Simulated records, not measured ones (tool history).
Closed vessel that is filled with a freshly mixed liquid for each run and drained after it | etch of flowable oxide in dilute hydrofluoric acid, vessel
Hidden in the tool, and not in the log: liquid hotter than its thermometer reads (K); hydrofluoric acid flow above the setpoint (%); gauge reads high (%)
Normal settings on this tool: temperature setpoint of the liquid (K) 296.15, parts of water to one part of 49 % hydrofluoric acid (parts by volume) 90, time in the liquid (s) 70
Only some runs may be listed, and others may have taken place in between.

run,hour,temperature setpoint of the liquid (K),parts of water to one part of 49 % hydrofluoric acid (parts by volume),time in the liquid (s),wafers since the last listed run,hours since the thermometer was replaced,hours since the hydrofluoric acid flow meter was replaced,hours since the gauge calibration,"read-back film thickness of the flowable oxide reference wafer, read on the same gauge (nm)",thickness taken off the flowable oxide on a monitor wafer (nm)
1,0.0,294.15,90,70,0,454.3,1719.3,105.9,140.01,52.49
2,16.0,294.15,90,70,1404,470.3,1735.3,121.9,139.97,52.43
3,33.1,294.15,90,70,1500,487.4,1752.4,139.0,139.99,52.37
4,48.1,296.15,125,70,1316,502.4,1767.4,154.0,140.00,39.36
5,55.1,296.15,125,70,614,509.4,1774.4,161.0,140.01,39.39
6,63.3,296.15,125,70,719,517.6,1782.6,169.2,140.00,39.41
7,78.1,296.15,90,70,1298,532.4,1797.4,184.0,140.00,57.06
8,89.7,298.65,90,70,1018,544.0,1809.0,195.6,139.99,63.49
9,102.5,298.65,90,70,1123,556.8,1821.8,208.4,140.00,63.07
10,109.8,298.65,90,70,640,564.1,1829.1,215.7,140.01,63.24
11,126.7,292.65,90,70,1483,581.0,1846.0,232.6,140.02,50.21
12,139.2,292.65,90,70,1097,593.5,1858.5,245.1,140.00,49.71
13,147.2,292.65,90,70,702,601.5,1866.5,253.1,140.01,51.00
# hour 158.8: hydrofluoric acid flow meter replaced
14,159.3,296.15,90,70,974,613.6,0.5,265.2,140.01,58.10
15,175.9,296.15,90,70,1456,630.2,17.1,281.8,140.01,58.55
# hour 183.6: thermometer replaced
# hour 184.2: gauge calibrated
16,184.6,292.15,90,95,675,1.0,25.8,0.4,139.98,61.63
17,195.5,298.65,115,50,956,11.9,36.7,11.3,140.00,31.87
18,205.4,296.15,90,70,868,21.8,46.6,21.2,139.99,53.36
19,254.0,296.15,90,70,4265,70.4,95.2,69.8,140.01,54.58
20,269.6,299.15,65,105,1369,86.0,110.8,85.4,140.00,131.53
21,287.5,296.15,50,70,1570,103.9,128.7,103.3,140.00,102.75
22,297.2,299.65,90,70,851,113.6,138.4,113.0,140.01,62.68
23,304.1,300.15,115,70,605,120.5,145.3,119.9,140.01,48.95
24,310.7,296.15,90,70,579,127.1,151.9,126.5,140.00,55.01
25,323.1,296.15,55,70,1088,139.5,164.3,138.9,140.00,92.60
26,334.0,292.65,135,90,956,150.4,175.2,149.8,140.00,38.58

4 options for the next run, each taken on its own from the tool as it stands now. Forecast them:
A,334.7,296.15,90,70,61,151.1,175.9,150.5,?,?
B,334.7,296.15,70,95,61,151.1,175.9,150.5,?,?
C,334.7,296.15,45,30,61,151.1,175.9,150.5,?,?
D,334.7,299.15,120,95,61,151.1,175.9,150.5,?,?

run,"read-back film thickness of the flowable oxide reference wafer, read on the same gauge (nm)",thickness taken off the flowable oxide on a monitor wafer (nm)
A,140.01,54.78
B,140.01,98.02
C,140.01,49.75
D,140.01,60.36
With no hidden state in the tool, these same runs would have given:
run,thickness taken off the flowable oxide on a monitor wafer (nm)
A,53.11
B,94.99
C,48.18
D,58.61
